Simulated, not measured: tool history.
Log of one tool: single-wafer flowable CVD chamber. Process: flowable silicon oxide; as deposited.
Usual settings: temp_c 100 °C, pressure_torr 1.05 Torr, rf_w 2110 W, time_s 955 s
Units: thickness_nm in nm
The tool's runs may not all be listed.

run	hour	temp_c	pressure_torr	rf_w	time_s	wafers since the last listed run	hours since the last thermocouple change	hours since the last RF generator calibration	hours since the last manometer calibration	hours since the showerhead was replaced	hours since the gauge calibration	read-back reference wafer on the same gauge, thickness_nm	thickness_nm
1	0	100	1.05	2110	955	0	58.8	0.5	1323.3	260.6	3555.9	895.586	837.283
2	47.9	100	1.05	2110	955	103	106.7	48.4	1371.2	308.5	3603.8	896.389	835.43
3	155.6	109	1.05	2010	955	232	214.4	156.1	1478.9	416.2	3711.5	895.642	636.205
4	197.3	109	1.05	2010	955	90	256.1	197.8	1520.6	457.9	3753.2	895.037	637.349
5	293.5	100	1.05	1835	955	207	352.3	294	1616.8	554.1	3849.4	896.463	805.672
6	341.3	100	0.86	2110	955	103	400.1	341.8	1664.6	601.9	3897.2	895.697	730.92
# hour 434.9: gauge calibrated
7	439.5	100	1.05	2360	843	212	498.3	440	1762.8	700.1	4.6	896.171	760.638
# hour 518.1: capacitance manometer re-zeroed and calibrated
8	518.6	100	0.9	2110	1066	153	577.4	519.1	0.5	779.2	83.7	895.877	819.426
9	598.1	100	0.9	1970	955	171	656.9	598.6	80	858.7	163.2	895.663	726.557
10	696.6	88	1.2	2110	1098	212	755.4	697.1	178.5	957.2	261.7	895.591	1476.036
11	757.5	100	0.89	2460	955	131	816.3	758	239.4	1018.1	322.6	895.342	759.545
12	803.3	100	0.85	1810	1060	99	862.1	803.8	285.2	1063.9	368.4	895.796	760.386
13	846.9	100	1.05	2110	1040	94	905.7	847.4	328.8	1107.5	412	896.045	899.619
# hour 997.8: RF generator calibrated
14	1136.5	113	1.05	2110	955	608	1195.3	138.7	618.4	1397.1	701.6	895.44	570.798
15	1204.3	104	1.05	2110	1021	146	1263.1	206.5	686.2	1464.9	769.4	897.055	791.324
16	1330.7	100	1.05	2110	955	273	1389.5	332.9	812.6	1591.3	895.8	896.637	840.609
17	1421.1	109	1.24	2110	955	195	1479.9	423.3	903	1681.7	986.2	895.642	719.816
18	1498.5	100	1.05	2110	955	167	1557.3	500.7	980.4	1759.1	1063.6	895.699	841.341
19	1557.3	113	1.05	2315	1100	127	1616.1	559.5	1039.2	1817.9	1122.4	896.091	675.364
20	1612.2	100	1.05	2110	955	118	1671	614.4	1094.1	1872.8	1177.3	896.149	838.006
21	1679.7	112	1.19	2110	955	145	1738.5	681.9	1161.6	1940.3	1244.8	896.014	647.444
22	1765.2	100	1.05	2110	955	184	1824	767.4	1247.1	2025.8	1330.3	897.001	838.306
23	1844	95	0.85	1795	955	170	1902.8	846.2	1325.9	2104.6	1409.1	894.704	802.295
24	1924.3	112	1.19	2110	955	173	1983.1	926.5	1406.2	2184.9	1489.4	895.043	643.603
25	2000.6	86	1.23	2110	904	164	2059.4	1002.8	1482.5	2261.2	1565.7	895.455	1336.686
# hour 2021.5: RF generator calibrated
26	2064.4	100	1.05	2110	955	120	2123.2	42.9	1546.3	2325	1629.5	896.085	839.481
27	2141.2	100	1.22	2380	955	166	2200	119.7	1623.1	2401.8	1706.3	896.407	956.353
28	2236.8	100	1.05	2110	955	206	2295.6	215.3	1718.7	2497.4	1801.9	897.134	843.275
29	2303.8	94	1.23	1755	1144	144	2362.6	282.3	1785.7	2564.4	1868.9	895.51	1270.69

3 ways to go on from here, each from the tool as it stands after run 29. What would each give?
A	2304.5	100	1.05	1845	955	1	2363.3	283	1786.4	2565.1	1869.6	?	?
B	2304.5	100	1.26	1765	955	1	2363.3	283	1786.4	2565.1	1869.6	?	?
C	2304.5	95	1.05	2110	955	1	2363.3	283	1786.4	2565.1	1869.6	?	?

run	read-back reference wafer on the same gauge, thickness_nm	thickness_nm
A	897.178	813.926
B	897.178	912.281
C	897.178	971.977
Without the tool's hidden state the same runs would have given:
run	thickness_nm
A	789.361
B	884.748
C	942.643
